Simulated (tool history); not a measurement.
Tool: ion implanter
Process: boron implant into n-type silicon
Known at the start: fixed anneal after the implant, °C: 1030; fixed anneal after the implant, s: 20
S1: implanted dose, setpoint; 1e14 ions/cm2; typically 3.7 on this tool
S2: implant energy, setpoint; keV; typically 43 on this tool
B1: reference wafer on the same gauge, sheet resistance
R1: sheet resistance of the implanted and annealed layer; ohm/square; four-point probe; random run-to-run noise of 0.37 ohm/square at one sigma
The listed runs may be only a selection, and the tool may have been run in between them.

run 1 day=0 | S1=3.36 S2=53.5 | B1=272.14 | R1=267.57
run 2 day=0.796 | S1=3.7 S2=43 | B1=272.01 | R1=253.55
run 3 day=2.079 | S1=3.7 S2=43 | B1=272.01 | R1=255.1
run 4 day=5.95 | S1=3.7 S2=43 | B1=271.97 | R1=254.52
run 5 day=7.238 | S1=2.83 S2=43 | B1=272.04 | R1=317.3
run 6 day=8.542 | S1=2.83 S2=43 | B1=271.87 | R1=315.4
run 7 day=9.188 | S1=2.84 S2=53 | B1=271.98 | R1=307.49
-- day=9.567 extraction supply calibrated
run 8 day=10.454 | S1=2.84 S2=53 | B1=271.93 | R1=307.48
-- day=10.862 Faraday cup replaced and dose calibrated
run 9 day=11.154 | S1=3.23 S2=43 | B1=272.06 | R1=275.36
run 10 day=12.162 | S1=3.23 S2=43 | B1=272.09 | R1=275.77
run 11 day=12.758 | S1=3.23 S2=43 | B1=271.94 | R1=274.98
run 12 day=13.758 | S1=4.41 S2=43 | B1=272 | R1=213.92
run 13 day=14.842 | S1=3.7 S2=43 | B1=271.96 | R1=246.84
run 14 day=15.671 | S1=2.74 S2=43 | B1=271.93 | R1=313.92
run 15 day=16.408 | S1=3.7 S2=43 | B1=272.12 | R1=247.3
run 16 day=17.138 | S1=3.18 S2=36 | B1=271.97 | R1=286.13
run 17 day=18.454 | S1=4.42 S2=38.5 | B1=272.18 | R1=216.55
-- day=18.888 gauge calibrated
run 18 day=18.971 | S1=2.8 S2=49 | B1=272.09 | R1=305.26
run 19 day=20.058 | S1=3.7 S2=43 | B1=271.97 | R1=247.97
run 20 day=20.821 | S1=3.7 S2=43 | B1=271.92 | R1=247.67
run 21 day=21.671 | S1=3.7 S2=35 | B1=271.99 | R1=253.29
run 22 day=22.829 | S1=3.7 S2=34.5 | B1=271.9 | R1=253.88
run 23 day=23.8 | S1=4.53 S2=49.5 | B1=271.93 | R1=206.73
run 24 day=24.912 | S1=2.74 S2=28 | B1=271.98 | R1=331.7

Table of differences, measured result less the result of that run with no hidden state. Run-to-run variation is the same in both. Gauge scatter possibly is not:
Hidden conditions of the tool in this case: deviation of the true dose from the Faraday cup's reading, %; deviation of the true energy from its setpoint, %; gauge reads high (%).
run=1 R1=+10.2
run=2 R1=+9.97
run=3 R1=+10.16
run=4 R1=+10.53
run=5 R1=+12.86
run=6 R1=+12.94
run=7 R1=+12.52
run=8 R1=+12.67
run=9 R1=+2.62
run=10 R1=+2.74
run=11 R1=+2.8
run=12 R1=+2.31
run=13 R1=+2.74
run=14 R1=+3.46
run=15 R1=+2.9
run=16 R1=+3.41
run=17 R1=+2.75
run=18 R1=+3.73
run=19 R1=+3.28
run=20 R1=+3.35
run=21 R1=+3.51
run=22 R1=+3.64
run=23 R1=+3.05
run=24 R1=+4.95

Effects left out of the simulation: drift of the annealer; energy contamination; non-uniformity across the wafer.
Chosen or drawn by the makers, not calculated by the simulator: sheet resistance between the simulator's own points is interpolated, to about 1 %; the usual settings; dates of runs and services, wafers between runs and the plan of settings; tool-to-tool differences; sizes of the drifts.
